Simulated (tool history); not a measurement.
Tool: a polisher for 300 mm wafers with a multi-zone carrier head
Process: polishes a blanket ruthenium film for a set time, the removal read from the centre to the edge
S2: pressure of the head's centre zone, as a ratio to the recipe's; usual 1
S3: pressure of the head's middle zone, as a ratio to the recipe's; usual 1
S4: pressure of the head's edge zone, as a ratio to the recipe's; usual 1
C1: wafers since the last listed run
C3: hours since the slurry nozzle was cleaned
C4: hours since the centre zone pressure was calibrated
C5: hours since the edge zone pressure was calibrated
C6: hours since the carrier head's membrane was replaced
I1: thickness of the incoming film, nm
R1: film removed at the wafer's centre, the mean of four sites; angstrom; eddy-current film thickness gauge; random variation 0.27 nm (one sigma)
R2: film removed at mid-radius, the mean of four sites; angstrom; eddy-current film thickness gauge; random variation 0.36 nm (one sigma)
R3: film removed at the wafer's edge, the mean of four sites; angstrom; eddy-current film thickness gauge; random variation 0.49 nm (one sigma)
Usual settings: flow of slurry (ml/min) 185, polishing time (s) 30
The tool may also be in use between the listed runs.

run 1 day=0 | flow_of_slurry_(ml/min)=200 S2=1 S3=1 S4=1 polishing_time_(s)=30 | C1=0 wafers_polished_on_this_pad=3007 C3=23.8 C4=348.4 C5=367.9 C6=1030.2 | I1=423.1 | R1=392 R2=419 R3=410
run 2 day=1.738 | flow_of_slurry_(ml/min)=185 S2=1 S3=0.92 S4=1 polishing_time_(s)=24 | C1=552 wafers_polished_on_this_pad=3560 C3=65.5 C4=390.1 C5=409.6 C6=1071.9 | I1=419 | R1=307 R2=303 R3=325
run 3 day=3.879 | flow_of_slurry_(ml/min)=185 S2=1 S3=0.92 S4=1 polishing_time_(s)=24 | C1=680 wafers_polished_on_this_pad=4240 C3=116.9 C4=441.5 C5=461 C6=1123.3 | I1=417.2 | R1=302 R2=298 R3=314
run 4 day=8.212 | flow_of_slurry_(ml/min)=225 S2=1 S3=1 S4=1 polishing_time_(s)=30 | C1=1377 wafers_polished_on_this_pad=5618 C3=220.9 C4=545.5 C5=565 C6=1227.3 | I1=419.2 | R1=367 R2=395 R3=399
-- day=9.396 worn pad replaced by a new one
run 5 day=9.879 | flow_of_slurry_(ml/min)=185 S2=1 S3=1 S4=1 polishing_time_(s)=30 | C1=476 wafers_polished_on_this_pad=153 C3=260.9 C4=585.5 C5=605 C6=1267.3 | I1=415 | R1=385 R2=420 R3=409
-- day=12.833 edge zone pressure recalibrated
run 6 day=13.242 | flow_of_slurry_(ml/min)=185 S2=1 S3=1 S4=1 polishing_time_(s)=30 | C1=1042 wafers_polished_on_this_pad=1196 C3=341.6 C4=666.2 C5=9.8 C6=1348 | I1=415.1 | R1=380 R2=410 R3=407
-- day=14.821 slurry nozzle cleaned
run 7 day=16.6 | flow_of_slurry_(ml/min)=185 S2=1 S3=1 S4=1 polishing_time_(s)=30 | C1=1054 wafers_polished_on_this_pad=2250 C3=42.7 C4=746.8 C5=90.4 C6=1428.6 | I1=414.4 | R1=371 R2=410 R3=402
-- day=17.783 centre zone pressure recalibrated
run 8 day=20.358 | flow_of_slurry_(ml/min)=185 S2=0.95 S3=1 S4=1 polishing_time_(s)=30 | C1=1168 wafers_polished_on_this_pad=3419 C3=132.9 C4=61.8 C5=180.6 C6=1518.8 | I1=419.3 | R1=379 R2=407 R3=414
run 9 day=25.946 | flow_of_slurry_(ml/min)=185 S2=1.11 S3=1 S4=1 polishing_time_(s)=30 | C1=1776 wafers_polished_on_this_pad=5195 C3=267 C4=195.9 C5=314.7 C6=1652.9 | I1=418 | R1=430 R2=390 R3=394
-- day=26.546 worn pad replaced by a new one
-- day=29.879 slurry nozzle cleaned
-- day=30.312 carrier head's membrane replaced by a new one
run 10 day=30.333 | flow_of_slurry_(ml/min)=185 S2=1 S3=1 S4=0.93 polishing_time_(s)=30 | C1=1262 wafers_polished_on_this_pad=1125 C3=10.9 C4=301.2 C5=420 C6=0.5 | I1=422.4 | R1=406 R2=417 R3=409
run 11 day=34.296 | flow_of_slurry_(ml/min)=185 S2=0.91 S3=0.92 S4=1 polishing_time_(s)=34 | C1=1259 wafers_polished_on_this_pad=2385 C3=106 C4=396.3 C5=515.1 C6=95.6 | I1=413 | R1=403 R2=439 R3=470
run 12 day=37.012 | flow_of_slurry_(ml/min)=185 S2=1 S3=1 S4=1 polishing_time_(s)=30 | C1=863 wafers_polished_on_this_pad=3248 C3=171.2 C4=461.5 C5=580.3 C6=160.8 | I1=421.4 | R1=387 R2=405 R3=406
-- day=39.075 edge zone pressure recalibrated
run 13 day=40.554 | flow_of_slurry_(ml/min)=130 S2=1.09 S3=0.93 S4=1 polishing_time_(s)=30 | C1=1099 wafers_polished_on_this_pad=4348 C3=256.2 C4=546.5 C5=35.5 C6=245.8 | I1=422.6 | R1=389 R2=358 R3=381
run 14 day=43.804 | flow_of_slurry_(ml/min)=185 S2=1 S3=1.08 S4=1 polishing_time_(s)=25 | C1=1033 wafers_polished_on_this_pad=5381 C3=334.2 C4=624.5 C5=113.5 C6=323.8 | I1=416.9 | R1=307 R2=349 R3=327
-- day=44.388 slurry nozzle cleaned
-- day=45.546 worn pad replaced by a new one
run 15 day=48.533 | flow_of_slurry_(ml/min)=185 S2=1 S3=1.1 S4=1.04 polishing_time_(s)=39 | C1=1437 wafers_polished_on_this_pad=950 C3=99.5 C4=738 C5=227 C6=437.3 | I1=413 | R1=500 R2=590 R3=551
-- day=50.733 centre zone pressure recalibrated
run 16 day=51.229 | flow_of_slurry_(ml/min)=200 S2=1 S3=1 S4=1 polishing_time_(s)=30 | C1=830 wafers_polished_on_this_pad=1780 C3=164.2 C4=11.9 C5=291.7 C6=502 | I1=423.2 | R1=409 R2=419 R3=420
run 17 day=52.933 | flow_of_slurry_(ml/min)=130 S2=1 S3=1.1 S4=1.08 polishing_time_(s)=30 | C1=541 wafers_polished_on_this_pad=2322 C3=205.1 C4=52.8 C5=332.6 C6=542.9 | I1=417.2 | R1=377 R2=430 R3=410
run 18 day=55.933 | flow_of_slurry_(ml/min)=230 S2=0.91 S3=1.09 S4=1 polishing_time_(s)=35 | C1=953 wafers_polished_on_this_pad=3276 C3=277.1 C4=124.8 C5=404.6 C6=614.9 | I1=417.3 | R1=430 R2=524 R3=473
-- day=60.021 slurry nozzle cleaned
run 19 day=60.142 | flow_of_slurry_(ml/min)=185 S2=1 S3=1 S4=1 polishing_time_(s)=30 | C1=1324 wafers_polished_on_this_pad=4601 C3=2.9 C4=225.8 C5=505.6 C6=715.9 | I1=416.4 | R1=383 R2=396 R3=395
run 20 day=62.154 | flow_of_slurry_(ml/min)=185 S2=1 S3=1 S4=1 polishing_time_(s)=30 | C1=639 wafers_polished_on_this_pad=5241 C3=51.2 C4=274.1 C5=553.9 C6=764.2 | I1=418.1 | R1=373 R2=393 R3=394
-- day=64.125 worn pad replaced by a new one
run 21 day=65.517 | flow_of_slurry_(ml/min)=155 S2=1 S3=1 S4=1.09 polishing_time_(s)=22 | C1=1016 wafers_polished_on_this_pad=441 C3=131.9 C4=354.8 C5=634.6 C6=844.9 | I1=426 | R1=280 R2=301 R3=308

The same runs without the tool's hidden state, with the same run-to-run variation:
The hidden state here: removal rate lost through wear of the pad, %; slurry flow missing at the pad, %; deviation of the centre zone's pressure from its setpoint, %; deviation of the edge zone's pressure from its setpoint, %.
run=1 R1=413 R2=427 R3=418
run=2 R1=327 R2=311 R3=334
run=3 R1=327 R2=310 R3=326
run=4 R1=415 R2=423 R3=428
run=5 R1=411 R2=423 R3=412
run=6 R1=411 R2=414 R3=411
run=7 R1=408 R2=417 R3=409
run=8 R1=384 R2=420 R3=427
run=9 R1=459 R2=416 R3=421
run=10 R1=411 R2=419 R3=410
run=11 R1=417 R2=445 R3=477
run=12 R1=407 R2=415 R3=416
run=13 R1=422 R2=374 R3=398
run=14 R1=343 R2=373 R3=350
run=15 R1=533 R2=594 R3=555
run=16 R1=412 R2=424 R3=425
run=17 R1=383 R2=436 R3=416
run=18 R1=445 R2=538 R3=486
run=19 R1=411 R2=417 R3=415
run=20 R1=407 R2=419 R3=420
run=21 R1=291 R2=303 R3=311

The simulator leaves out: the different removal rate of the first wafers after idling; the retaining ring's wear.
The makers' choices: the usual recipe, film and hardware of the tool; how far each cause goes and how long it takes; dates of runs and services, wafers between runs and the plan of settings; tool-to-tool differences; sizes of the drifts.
